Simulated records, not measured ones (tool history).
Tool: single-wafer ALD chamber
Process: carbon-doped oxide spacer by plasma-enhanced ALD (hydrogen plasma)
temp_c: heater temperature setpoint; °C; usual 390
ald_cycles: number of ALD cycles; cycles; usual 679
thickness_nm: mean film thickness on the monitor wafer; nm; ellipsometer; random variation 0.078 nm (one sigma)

| run | hour | temp_c | ald_cycles | read-back reference wafer on the same gauge, thickness_nm | thickness_nm |
|---|---|---|---|---|---|
| 1 | 0.0 | 390 | 679 | 34.178 | 30.890 |
| 2 | 56.8 | 390 | 640 | 34.148 | 29.202 |
| 3 | 121.8 | 390 | 640 | 34.145 | 29.124 |
| 4 | 176.9 | 390 | 640 | 34.146 | 29.038 |
| 5 | 266.2 | 390 | 679 | 34.134 | 30.810 |
| 6 | 358.0 | 390 | 679 | 34.115 | 30.882 |
| 7 | 415.7 | 390 | 679 | 34.114 | 30.888 |
| 8 | 484.1 | 390 | 679 | 34.121 | 30.939 |
| 9 | 591.3 | 394 | 679 | 34.097 | 30.831 |
| 10 | 641.6 | 394 | 679 | 34.086 | 30.761 |
| 11 | 703.5 | 390 | 679 | 34.086 | 30.691 |
| 12 | 777.7 | 390 | 679 | 34.096 | 30.945 |
| 13 | 849.5 | 390 | 679 | 34.082 | 30.900 |
|  | 888.0 | gauge calibrated |
| 14 | 922.7 | 390 | 679 | 34.561 | 31.292 |
| 15 | 1018.6 | 397 | 679 | 34.479 | 31.186 |
| 16 | 1084.8 | 383 | 640 | 34.415 | 29.298 |
| 17 | 1139.8 | 390 | 679 | 34.388 | 31.293 |
| 18 | 1196.0 | 390 | 679 | 34.343 | 31.177 |
| 19 | 1257.6 | 396 | 624 | 34.298 | 28.489 |
| 20 | 1350.8 | 381 | 774 | 34.248 | 35.416 |
|  | 1394.4 | thermocouple changed; heater temperature recalibrated |
| 21 | 1419.4 | 390 | 559 | 34.234 | 25.536 |
| 22 | 1625.5 | 382 | 582 | 34.142 | 26.572 |
| 23 | 1695.2 | 386 | 626 | 34.121 | 28.619 |
| 24 | 1734.7 | 390 | 679 | 34.109 | 30.783 |
| 25 | 1789.8 | 390 | 679 | 34.108 | 30.887 |
| 26 | 1849.0 | 386 | 806 | 34.102 | 36.684 |
| 27 | 1907.8 | 404 | 584 | 34.075 | 26.131 |
| 28 | 1951.4 | 386 | 782 | 34.066 | 35.513 |
| 29 | 2047.1 | 390 | 679 | 34.063 | 30.851 |
| 30 | 2145.4 | 390 | 679 | 34.037 | 30.750 |

Forecast each of these 3 alternatives for the next run:
| A | 2146.8 | 390 | 600 | ? | ? |
| B | 2146.8 | 400 | 679 | ? | ? |
| C | 2146.8 | 390 | 754 | ? | ? |

| run | read-back reference wafer on the same gauge, thickness_nm | thickness_nm |
|---|---|---|
| A | 34.046 | 27.319 |
| B | 34.046 | 30.787 |
| C | 34.046 | 34.331 |
Without the tool's hidden state the same runs would have given:
| run | thickness_nm |
|---|---|
| A | 27.765 |
| B | 31.289 |
| C | 34.892 |
